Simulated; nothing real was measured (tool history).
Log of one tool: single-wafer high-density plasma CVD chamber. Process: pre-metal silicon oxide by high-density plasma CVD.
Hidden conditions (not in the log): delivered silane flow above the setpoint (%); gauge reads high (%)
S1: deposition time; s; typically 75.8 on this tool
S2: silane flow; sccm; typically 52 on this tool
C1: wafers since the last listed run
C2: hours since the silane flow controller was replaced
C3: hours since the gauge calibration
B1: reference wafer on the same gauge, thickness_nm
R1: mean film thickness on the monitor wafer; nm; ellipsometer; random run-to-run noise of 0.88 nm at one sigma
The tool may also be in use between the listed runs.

run 1 hour=0 | S1=75.8 S2=52 | C1=0 C2=1545 C3=598.4 | B1=490.079 | R1=396.955
run 2 hour=47.1 | S1=75.8 S2=52 | C1=847 C2=1592.1 C3=645.5 | B1=490.618 | R1=399.986
run 3 hour=103.4 | S1=75.8 S2=52 | C1=1012 C2=1648.4 C3=701.8 | B1=490.11 | R1=397.21
run 4 hour=178.3 | S1=80 S2=47 | C1=1347 C2=1723.3 C3=776.7 | B1=490.125 | R1=379.419
run 5 hour=282.4 | S1=68.2 S2=52 | C1=1872 C2=1827.4 C3=880.8 | B1=489.846 | R1=355.318
run 6 hour=336.5 | S1=68.2 S2=52 | C1=972 C2=1881.5 C3=934.9 | B1=490.022 | R1=354.922
run 7 hour=372.6 | S1=75.8 S2=52 | C1=649 C2=1917.6 C3=971 | B1=490.009 | R1=396.781
run 8 hour=457.3 | S1=75.8 S2=52 | C1=1523 C2=2002.3 C3=1055.7 | B1=489.642 | R1=395.268
run 9 hour=502.7 | S1=75.8 S2=52 | C1=816 C2=2047.7 C3=1101.1 | B1=489.263 | R1=395.758
-- hour=546 gauge calibrated
run 10 hour=578.9 | S1=75.8 S2=52 | C1=1370 C2=2123.9 C3=32.9 | B1=490.204 | R1=394.736
run 11 hour=656.8 | S1=81 S2=60 | C1=1400 C2=2201.8 C3=110.8 | B1=489.645 | R1=483.934
-- hour=673.6 silane flow controller replaced
run 12 hour=707.3 | S1=75.8 S2=52 | C1=764 C2=33.7 C3=161.3 | B1=490.477 | R1=414.613
run 13 hour=778.9 | S1=60.7 S2=47 | C1=1287 C2=105.3 C3=232.9 | B1=490.079 | R1=301.821
run 14 hour=834.9 | S1=75.8 S2=52 | C1=1007 C2=161.3 C3=288.9 | B1=489.742 | R1=416.07
run 15 hour=929.3 | S1=75.8 S2=52 | C1=1697 C2=255.7 C3=383.3 | B1=489.647 | R1=414.025
run 16 hour=1025.4 | S1=75.8 S2=60 | C1=1728 C2=351.8 C3=479.4 | B1=490.116 | R1=478.345
run 17 hour=1101.7 | S1=70.3 S2=60 | C1=1372 C2=428.1 C3=555.7 | B1=489.974 | R1=440.625
run 18 hour=1158.2 | S1=64.8 S2=48 | C1=1016 C2=484.6 C3=612.2 | B1=489.766 | R1=326.981
run 19 hour=1220.5 | S1=75.8 S2=44 | C1=1120 C2=546.9 C3=674.5 | B1=489.263 | R1=349.142

Predict each of these 4 candidate next runs independently; none follows another, all start after run 19:
run A hour=1220.9 | S1=75.8 S2=52 | C1=7 C2=547.3 C3=674.9 | B1=? | R1=?
run B hour=1220.9 | S1=90 S2=62 | C1=7 C2=547.3 C3=674.9 | B1=? | R1=?
run C hour=1220.9 | S1=66.8 S2=62 | C1=7 C2=547.3 C3=674.9 | B1=? | R1=?
run D hour=1220.9 | S1=85.1 S2=57 | C1=7 C2=547.3 C3=674.9 | B1=? | R1=?

run=A B1=489.913 R1=411.668
run=B B1=489.913 R1=582.786
run=C B1=489.913 R1=432.557
run=D B1=489.913 R1=506.616
Take away the tool's hidden state, keep each run's random variation, and the runs would have read:
run=A R1=416.409
run=B R1=589.497
run=C R1=437.537
run=D R1=512.45
